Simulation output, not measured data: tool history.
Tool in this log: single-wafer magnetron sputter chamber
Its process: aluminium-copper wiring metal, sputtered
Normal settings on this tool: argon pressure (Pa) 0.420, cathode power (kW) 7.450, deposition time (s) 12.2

run	hour	argon pressure (Pa)	cathode power (kW)	deposition time (s)	wafers since the last listed run	wafers on the sputter target	hours since the last manometer calibration	hours since the magnet pack was replaced	hours since the gauge calibration	read-back reference wafer on the same gauge, thickness_nm	mean film thickness on the monitor wafer (angstrom)
1	0.0	0.349	7.450	12.2	0	4500	2166.3	8488.0	392.9	162.979	1551.37
2	71.7	0.349	7.450	12.2	1561	6061	2238.0	8559.7	464.6	162.934	1516.65
3	128.4	0.420	7.450	12.2	1234	7295	2294.7	8616.4	521.3	163.026	1445.42
4	165.0	0.420	7.450	12.2	796	8092	2331.3	8653.0	557.9	163.047	1412.62
# hour 183.7: sputter target and shields replaced
5	198.8	0.420	7.450	12.2	561	328	2365.1	8686.8	591.7	163.001	1543.14
6	270.3	0.420	6.850	12.2	1556	1884	2436.6	8758.3	663.2	163.104	1403.75
7	320.1	0.420	6.850	12.2	1084	2968	2486.4	8808.1	713.0	162.930	1403.11
# hour 343.3: gauge calibrated
8	374.4	0.420	6.050	12.2	1182	4151	2540.7	8862.4	31.1	162.784	1221.81
9	440.6	0.486	6.300	11.6	1441	5592	2606.9	8928.6	97.3	163.008	1150.50
# hour 450.4: capacitance manometer re-zeroed and calibrated
10	468.1	0.420	7.450	12.2	424	6016	17.7	8956.1	124.8	163.073	1457.61
# hour 518.1: magnet pack replaced
11	528.0	0.368	6.000	14.1	1129	7146	77.6	9.9	184.7	163.115	1374.34
# hour 538.3: sputter target and shields replaced
12	553.7	0.420	7.450	12.2	385	335	103.3	35.6	210.4	162.979	1534.25
13	610.8	0.285	8.700	9.9	1243	1578	160.4	92.7	267.5	163.024	1546.39
14	688.1	0.583	7.450	12.2	1682	3261	237.7	170.0	344.8	162.828	1404.77

What if the next run were any one of these 5? Each begins from the tool's condition after run 14:
A	688.5	0.420	7.450	12.2	8	3270	238.1	170.4	345.2	?	?
B	688.5	0.317	5.950	12.9	8	3270	238.1	170.4	345.2	?	?
C	688.5	0.503	6.100	13.0	8	3270	238.1	170.4	345.2	?	?
D	688.5	0.316	7.450	10.5	8	3270	238.1	170.4	345.2	?	?
E	688.5	0.321	8.350	11.3	8	3270	238.1	170.4	345.2	?	?

run	read-back reference wafer on the same gauge, thickness_nm	mean film thickness on the monitor wafer (angstrom)
A	162.917	1515.49
B	162.917	1341.20
C	162.917	1274.02
D	162.917	1367.52
E	162.917	1645.72
Without the tool's unlogged condition, the same runs would have read:
run	mean film thickness on the monitor wafer (angstrom)
A	1539.35
B	1362.32
C	1294.08
D	1389.04
E	1671.62

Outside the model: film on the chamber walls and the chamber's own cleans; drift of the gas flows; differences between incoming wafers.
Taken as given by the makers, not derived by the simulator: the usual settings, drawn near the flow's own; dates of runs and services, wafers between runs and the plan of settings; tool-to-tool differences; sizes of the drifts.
